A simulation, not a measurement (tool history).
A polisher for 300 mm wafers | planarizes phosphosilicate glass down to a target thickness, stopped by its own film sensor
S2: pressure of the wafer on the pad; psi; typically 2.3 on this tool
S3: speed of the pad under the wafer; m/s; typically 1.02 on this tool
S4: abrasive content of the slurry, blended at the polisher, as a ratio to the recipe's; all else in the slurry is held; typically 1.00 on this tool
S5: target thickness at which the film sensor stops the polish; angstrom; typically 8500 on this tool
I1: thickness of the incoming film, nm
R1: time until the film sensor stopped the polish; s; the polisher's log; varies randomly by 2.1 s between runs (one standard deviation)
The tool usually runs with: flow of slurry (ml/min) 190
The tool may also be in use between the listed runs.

run 1 hour=0.0 | flow_of_slurry_(ml/min)=230 S2=2.3 S3=1.02 S4=1.00 S5=8500 | I1=1431.2 | R1=113.9
-- hour=10.4 slurry nozzle cleaned
-- hour=23.4 conditioning disc replaced and pad reconditioned
run 2 hour=55.8 | flow_of_slurry_(ml/min)=230 S2=2.3 S3=1.02 S4=1.00 S5=8500 | I1=1455.4 | R1=123.9
run 3 hour=99.0 | flow_of_slurry_(ml/min)=190 S2=2.3 S3=1.02 S4=1.00 S5=8500 | I1=1450.7 | R1=121.7
run 4 hour=160.2 | flow_of_slurry_(ml/min)=190 S2=2.3 S3=1.02 S4=1.00 S5=8500 | I1=1447.6 | R1=122.7
run 5 hour=230.3 | flow_of_slurry_(ml/min)=190 S2=2.3 S3=1.02 S4=1.00 S5=8500 | I1=1447.3 | R1=126.5
-- hour=263.1 slurry blender recalibrated
-- hour=270.3 worn pad replaced by a new one
run 6 hour=294.6 | flow_of_slurry_(ml/min)=190 S2=2.3 S3=1.02 S4=1.00 S5=8500 | I1=1442.0 | R1=124.9
-- hour=307.8 conditioning disc replaced and pad reconditioned
run 7 hour=336.6 | flow_of_slurry_(ml/min)=190 S2=2.3 S3=1.02 S4=1.00 S5=8500 | I1=1441.9 | R1=123.2
run 8 hour=396.1 | flow_of_slurry_(ml/min)=190 S2=2.3 S3=1.02 S4=1.00 S5=8500 | I1=1441.8 | R1=125.7
run 9 hour=421.9 | flow_of_slurry_(ml/min)=190 S2=2.3 S3=1.02 S4=1.00 S5=8500 | I1=1448.7 | R1=133.8
-- hour=462.5 head pressure recalibrated
run 10 hour=473.8 | flow_of_slurry_(ml/min)=190 S2=2.3 S3=1.02 S4=1.10 S5=8500 | I1=1462.0 | R1=112.7
-- hour=493.8 slurry nozzle cleaned
run 11 hour=507.3 | flow_of_slurry_(ml/min)=190 S2=2.3 S3=1.02 S4=1.10 S5=8500 | I1=1467.6 | R1=111.9
-- hour=534.2 conditioning disc replaced and pad reconditioned
run 12 hour=534.7 | flow_of_slurry_(ml/min)=190 S2=2.3 S3=1.02 S4=1.00 S5=8500 | I1=1446.4 | R1=115.2
-- hour=566.5 worn pad replaced by a new one
run 13 hour=577.0 | flow_of_slurry_(ml/min)=230 S2=2.3 S3=1.02 S4=1.00 S5=8500 | I1=1435.0 | R1=106.6
-- hour=620.2 slurry blender recalibrated
run 14 hour=622.8 | flow_of_slurry_(ml/min)=190 S2=2.6 S3=0.78 S4=0.80 S5=10290 | I1=1446.1 | R1=97.7
run 15 hour=659.4 | flow_of_slurry_(ml/min)=190 S2=2.3 S3=1.02 S4=0.75 S5=8500 | I1=1438.3 | R1=132.8
run 16 hour=721.7 | flow_of_slurry_(ml/min)=190 S2=2.3 S3=1.02 S4=1.10 S5=8500 | I1=1448.0 | R1=107.0
-- hour=805.7 conditioning disc replaced and pad reconditioned
-- hour=825.2 worn pad replaced by a new one
run 17 hour=865.1 | flow_of_slurry_(ml/min)=155 S2=2.3 S3=1.36 S4=0.85 S5=9720 | I1=1458.9 | R1=84.3
run 18 hour=908.9 | flow_of_slurry_(ml/min)=190 S2=2.3 S3=0.84 S4=0.80 S5=8500 | I1=1465.2 | R1=159.1
run 19 hour=970.9 | flow_of_slurry_(ml/min)=210 S2=2.3 S3=1.02 S4=1.00 S5=9810 | I1=1460.7 | R1=89.7
-- hour=997.3 slurry nozzle cleaned
-- hour=997.3 slurry blender recalibrated
run 20 hour=1020.4 | flow_of_slurry_(ml/min)=150 S2=2.8 S3=1.02 S4=1.00 S5=10360 | I1=1474.7 | R1=72.5
-- hour=1067.4 worn pad replaced by a new one
run 21 hour=1084.0 | flow_of_slurry_(ml/min)=190 S2=2.9 S3=1.02 S4=1.00 S5=8500 | I1=1482.5 | R1=99.3
-- hour=1090.6 conditioning disc replaced and pad reconditioned
run 22 hour=1127.9 | flow_of_slurry_(ml/min)=190 S2=2.3 S3=1.02 S4=1.00 S5=8500 | I1=1453.1 | R1=120.5
run 23 hour=1161.8 | flow_of_slurry_(ml/min)=190 S2=2.3 S3=1.02 S4=1.00 S5=7900 | I1=1442.4 | R1=133.5
run 24 hour=1224.0 | flow_of_slurry_(ml/min)=190 S2=2.6 S3=0.78 S4=0.80 S5=10290 | I1=1462.2 | R1=106.9
run 25 hour=1262.9 | flow_of_slurry_(ml/min)=190 S2=2.3 S3=1.02 S4=1.00 S5=10090 | I1=1423.0 | R1=85.5

Table of differences, measured result less the result of that run with no hidden state. Run-to-run variation is the same in both. Gauge scatter possibly is not:
Hidden state at play: removal rate lost through wear of the pad, %; slurry flow missing at the pad, %; deviation of the head's pressure from its setpoint, %; abrasive missing from the slurry, %; time polished since the conditioner stopped cutting, s.
run=1 R1=+10.1
run=2 R1=+11.8
run=3 R1=+12.1
run=4 R1=+13.0
run=5 R1=+14.4
run=6 R1=+15.1
run=7 R1=+15.4
run=8 R1=+16.6
run=9 R1=+18.0
run=10 R1=+0.4
run=11 R1=+0.8
run=12 R1=+1.2
run=13 R1=+1.6
run=14 R1=+1.9
run=15 R1=+3.2
run=16 R1=+3.2
run=17 R1=+3.9
run=18 R1=+8.1
run=19 R1=+5.1
run=20 R1=+4.5
run=21 R1=+6.9
run=22 R1=+8.9
run=23 R1=+10.4
run=24 R1=+9.0
run=25 R1=+7.6

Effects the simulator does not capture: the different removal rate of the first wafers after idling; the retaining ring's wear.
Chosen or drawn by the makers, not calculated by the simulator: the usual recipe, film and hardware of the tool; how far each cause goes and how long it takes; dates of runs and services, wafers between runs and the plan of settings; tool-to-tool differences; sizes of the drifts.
